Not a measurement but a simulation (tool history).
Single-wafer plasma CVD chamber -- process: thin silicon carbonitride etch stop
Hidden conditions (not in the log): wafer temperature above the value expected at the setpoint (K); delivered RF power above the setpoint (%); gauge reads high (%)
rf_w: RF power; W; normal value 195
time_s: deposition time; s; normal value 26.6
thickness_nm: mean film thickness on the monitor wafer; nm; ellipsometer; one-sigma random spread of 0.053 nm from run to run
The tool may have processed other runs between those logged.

| run | hour | rf_w | time_s | wafers since the last listed run | hours since the last thermocouple change | hours since the last RF generator calibration | hours since the showerhead was replaced | hours since the gauge calibration | read-back reference wafer on the same gauge, thickness_nm | thickness_nm |
|---|---|---|---|---|---|---|---|---|---|---|
| 1 | 0 | 180 | 26.6 | 0 | 3113.6 | 1821.9 | 7591.9 | 71.4 | 13.61 | 13.153 |
| 2 | 23.7 | 195 | 26.6 | 270 | 3137.3 | 1845.6 | 7615.6 | 95.1 | 13.578 | 13.601 |
| 3 | 55.3 | 195 | 26.6 | 361 | 3168.9 | 1877.2 | 7647.2 | 126.7 | 13.598 | 13.542 |
| 4 | 71.5 | 195 | 26.6 | 185 | 3185.1 | 1893.4 | 7663.4 | 142.9 | 13.578 | 13.587 |
| 5 | 86.7 | 195 | 26.6 | 173 | 3200.3 | 1908.6 | 7678.6 | 158.1 | 13.587 | 13.571 |
|  | 96.2 | showerhead replaced |
| 6 | 104.1 | 195 | 26.6 | 107 | 3217.7 | 1926 | 7.9 | 175.5 | 13.612 | 13.671 |
| 7 | 111.1 | 195 | 26.6 | 80 | 3224.7 | 1933 | 14.9 | 182.5 | 13.593 | 13.675 |
| 8 | 121.9 | 195 | 26.6 | 123 | 3235.5 | 1943.8 | 25.7 | 193.3 | 13.614 | 13.576 |
|  | 134.9 | RF generator calibrated |
| 9 | 135.4 | 195 | 26.6 | 62 | 3249 | 0.5 | 39.2 | 206.8 | 13.591 | 13.641 |
| 10 | 135.7 | 195 | 25 | 3 | 3249.3 | 0.8 | 39.5 | 207.1 | 13.609 | 12.805 |
|  | 143.8 | thermocouple changed; heater temperature recalibrated |
|  | 145 | gauge calibrated |
| 11 | 147.8 | 195 | 26.6 | 46 | 4 | 12.9 | 51.6 | 2.8 | 13.593 | 13.737 |
| 12 | 154.8 | 205 | 23 | 80 | 11 | 19.9 | 58.6 | 9.8 | 13.599 | 12.003 |
| 13 | 168.1 | 175 | 30.6 | 152 | 24.3 | 33.2 | 71.9 | 23.1 | 13.598 | 14.989 |
| 14 | 175.1 | 195 | 26.6 | 80 | 31.3 | 40.2 | 78.9 | 30.1 | 13.627 | 13.596 |
| 15 | 188.3 | 195 | 21.8 | 150 | 44.5 | 53.4 | 92.1 | 43.3 | 13.608 | 11.138 |
| 16 | 197.1 | 230 | 26.6 | 100 | 53.3 | 62.2 | 100.9 | 52.1 | 13.59 | 14.506 |
| 17 | 212.6 | 170 | 26.6 | 177 | 68.8 | 77.7 | 116.4 | 67.6 | 13.596 | 12.913 |
| 18 | 220.7 | 185 | 26.6 | 92 | 76.9 | 85.8 | 124.5 | 75.7 | 13.605 | 13.396 |

5 options for the next run, each taken on its own from the tool as it stands now. Forecast them:
| A | 221.1 | 195 | 26.6 | 4 | 77.3 | 86.2 | 124.9 | 76.1 | ? | ? |
| B | 221.1 | 230 | 22.1 | 4 | 77.3 | 86.2 | 124.9 | 76.1 | ? | ? |
| C | 221.1 | 230 | 22.9 | 4 | 77.3 | 86.2 | 124.9 | 76.1 | ? | ? |
| D | 221.1 | 225 | 22.1 | 4 | 77.3 | 86.2 | 124.9 | 76.1 | ? | ? |
| E | 221.1 | 195 | 22.8 | 4 | 77.3 | 86.2 | 124.9 | 76.1 | ? | ? |

| run | read-back reference wafer on the same gauge, thickness_nm | thickness_nm |
|---|---|---|
| A | 13.604 | 13.556 |
| B | 13.604 | 11.976 |
| C | 13.604 | 12.409 |
| D | 13.604 | 11.88 |
| E | 13.604 | 11.619 |
What these runs would have given with no unlogged condition in the tool:
| run | thickness_nm |
|---|---|
| A | 13.556 |
| B | 11.976 |
| C | 12.409 |
| D | 11.88 |
| E | 11.619 |

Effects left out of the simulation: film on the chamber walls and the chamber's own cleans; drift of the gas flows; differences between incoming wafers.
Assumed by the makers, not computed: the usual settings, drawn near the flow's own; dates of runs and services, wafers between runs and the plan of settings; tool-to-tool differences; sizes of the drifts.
